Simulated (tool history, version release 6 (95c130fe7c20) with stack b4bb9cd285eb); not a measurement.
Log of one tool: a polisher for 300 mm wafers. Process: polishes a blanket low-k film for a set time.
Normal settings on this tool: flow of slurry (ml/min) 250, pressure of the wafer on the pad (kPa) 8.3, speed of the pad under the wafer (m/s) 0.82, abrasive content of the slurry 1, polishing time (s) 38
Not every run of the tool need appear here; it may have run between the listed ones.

run	hour	flow of slurry (ml/min)	pressure of the wafer on the pad (kPa)	speed of the pad under the wafer (m/s)	abrasive content of the slurry	polishing time (s)	incoming thickness of the incoming film, nm	film removed (nm)
1	0	250	8.3	0.82	1	38	566.5	8.6
# hour 8.5: slurry nozzle cleaned
2	50.1	250	8.3	0.82	1	38	561.9	8.6
3	85.4	250	8.3	0.82	1	38	573.1	8.6
# hour 120: worn pad replaced by a new one, of another model than before
# hour 125.3: conditioning disc replaced and pad reconditioned
4	134.5	250	8.3	0.82	1	38	569.7	9.2
# hour 285.5: head pressure recalibrated
# hour 336.8: slurry blender recalibrated
5	343.8	250	8.3	0.82	1	44	566.4	10.2
6	380.1	295	8.3	0.82	1.1	38	573.7	9.3
7	407.5	295	8.3	0.82	1.25	48	570.5	12.4
# hour 426.1: slurry nozzle cleaned
8	440.1	250	8.3	0.58	1	42	576.8	8
9	507.1	305	6.2	0.92	0.9	38	568.2	6.8
# hour 530.7: conditioning disc replaced and pad reconditioned
10	547.3	250	8.3	1.04	1	38	566.2	10.4
11	608.2	250	8.3	1.04	0.85	38	576.5	9.5
# hour 620.7: worn pad replaced by a new one
12	644.5	280	8.3	1.1	0.85	27	576.8	6.9
13	683.6	250	7.6	0.82	1	38	574.3	8
14	729.9	250	5.5	0.68	1	38	562.3	5.3
# hour 740.6: slurry blender recalibrated
15	767.1	250	8.3	0.82	1	38	559	8.6
16	822.6	250	6.9	0.74	1	46	571.3	8.3
17	850.9	315	8.3	0.82	1.25	38	572	9.7
# hour 870.3: slurry nozzle cleaned
18	890.8	250	8.3	0.88	1	38	564.4	8.9
19	938.3	250	5.5	0.82	1	32	559.4	4.9
20	993	250	6.2	0.82	0.75	38	563.1	5.6
# hour 1025.3: conditioning disc replaced and pad reconditioned
21	1047.7	250	8.3	0.82	1	38	566.9	9.2
# hour 1075.5: worn pad replaced by a new one
22	1086.1	330	6.9	0.82	1.2	38	571.4	8.3
23	1124.7	250	8.3	0.82	1	38	566	8.9
# hour 1139.7: slurry blender recalibrated
24	1163.9	250	8.3	0.82	1	38	569.9	8.9
25	1196.5	250	8.3	0.82	1	38	565.6	8.7

Some steps in film removed (nm) between neighbouring runs. How much of each would the tool show without its hidden state too (settings, what came in, random variation), and how much is left for the hidden state, with any gauge scatter that isn't in both results?
Hidden state present: removal rate lost through wear of the pad, %; slurry flow missing at the pad, %; deviation of the head's pressure from its setpoint, %; abrasive missing from the slurry, %; time polished since the conditioner stopped cutting, s.
Run 3 -> 4: worn pad replaced by a new one, of another model than before, conditioning disc replaced and pad reconditioned. film removed (nm) +0.6: hidden state +0.6, all else +0.
Run 4 -> 5: polishing time (s) 38 -> 44, head pressure recalibrated, slurry blender recalibrated. film removed (nm) +1: hidden state -0.5, all else +1.5.
Run 7 -> 8: flow of slurry (ml/min) 295 -> 250, speed of the pad under the wafer (m/s) 0.82 -> 0.58, abrasive content of the slurry 1.25 -> 1, polishing time (s) 48 -> 42, slurry nozzle cleaned. film removed (nm) -4.4: hidden state +0.5, all else -4.9.
Run 18 -> 19: pressure of the wafer on the pad (kPa) 8.3 -> 5.5, speed of the pad under the wafer (m/s) 0.88 -> 0.82, polishing time (s) 38 -> 32. film removed (nm) -4: hidden state +0.5, all else -4.5.

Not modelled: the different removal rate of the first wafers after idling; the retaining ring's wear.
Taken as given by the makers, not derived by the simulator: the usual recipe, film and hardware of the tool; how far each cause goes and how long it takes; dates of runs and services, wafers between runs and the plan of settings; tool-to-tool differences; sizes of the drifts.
